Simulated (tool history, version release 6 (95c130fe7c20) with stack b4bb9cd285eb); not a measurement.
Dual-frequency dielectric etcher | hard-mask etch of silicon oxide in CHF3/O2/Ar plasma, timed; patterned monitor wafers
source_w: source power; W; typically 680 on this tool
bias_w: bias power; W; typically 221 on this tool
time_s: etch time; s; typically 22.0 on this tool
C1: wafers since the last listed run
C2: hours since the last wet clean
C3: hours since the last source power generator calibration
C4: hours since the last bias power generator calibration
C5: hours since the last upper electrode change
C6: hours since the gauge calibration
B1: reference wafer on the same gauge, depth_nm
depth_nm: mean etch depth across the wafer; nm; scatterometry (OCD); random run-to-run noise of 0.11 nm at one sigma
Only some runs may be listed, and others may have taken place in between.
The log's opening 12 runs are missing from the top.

run 13 day=24.062 | source_w=680 bias_w=221 time_s=22.0 | C1=292 C2=22.0 C3=2184.8 C4=1492.7 C5=3737.2 C6=1272.4 | B1=49.18 | depth_nm=50.47
run 14 day=25.225 | source_w=680 bias_w=221 time_s=17.5 | C1=379 C2=49.9 C3=2212.7 C4=1520.6 C5=3765.1 C6=1300.3 | B1=49.21 | depth_nm=40.30
run 15 day=27.975 | source_w=680 bias_w=221 time_s=17.5 | C1=898 C2=115.9 C3=2278.7 C4=1586.6 C5=3831.1 C6=1366.3 | B1=49.19 | depth_nm=40.19
-- day=29.908 bias power generator calibrated
-- day=33.012 source power generator calibrated
run 16 day=34.829 | source_w=680 bias_w=221 time_s=18.5 | C1=2129 C2=280.4 C3=43.6 C4=118.1 C5=3995.6 C6=1530.8 | B1=49.20 | depth_nm=42.60
run 17 day=35.950 | source_w=530 bias_w=187 time_s=25.5 | C1=366 C2=307.3 C3=70.5 C4=145.0 C5=4022.5 C6=1557.7 | B1=49.21 | depth_nm=52.76
-- day=39.479 upper electrode replaced
-- day=39.629 wet clean of the chamber
run 18 day=39.650 | source_w=540 bias_w=181 time_s=27.5 | C1=833 C2=0.5 C3=159.3 C4=233.8 C5=4.1 C6=1646.5 | B1=49.19 | depth_nm=56.90
run 19 day=45.854 | source_w=680 bias_w=245 time_s=17.0 | C1=2025 C2=149.4 C3=308.2 C4=382.7 C5=153.0 C6=1795.4 | B1=49.20 | depth_nm=40.26
run 20 day=46.875 | source_w=760 bias_w=196 time_s=20.0 | C1=333 C2=173.9 C3=332.7 C4=407.2 C5=177.5 C6=1819.9 | B1=49.20 | depth_nm=46.14
run 21 day=49.596 | source_w=680 bias_w=221 time_s=22.0 | C1=888 C2=239.2 C3=398.0 C4=472.5 C5=242.8 C6=1885.2 | B1=49.22 | depth_nm=50.59

Run 22 has not been measured yet. What should we expect?
run 22 day=51.950 | source_w=540 bias_w=221 time_s=26.5 | C1=768 C2=295.7 C3=454.5 C4=529.0 C5=299.3 C6=1941.7 | B1=? | depth_nm=?

B1: 49.18
depth_nm: 57.17 nm
With no hidden state in the tool, this same run would have given depth_nm 57.30 nm.
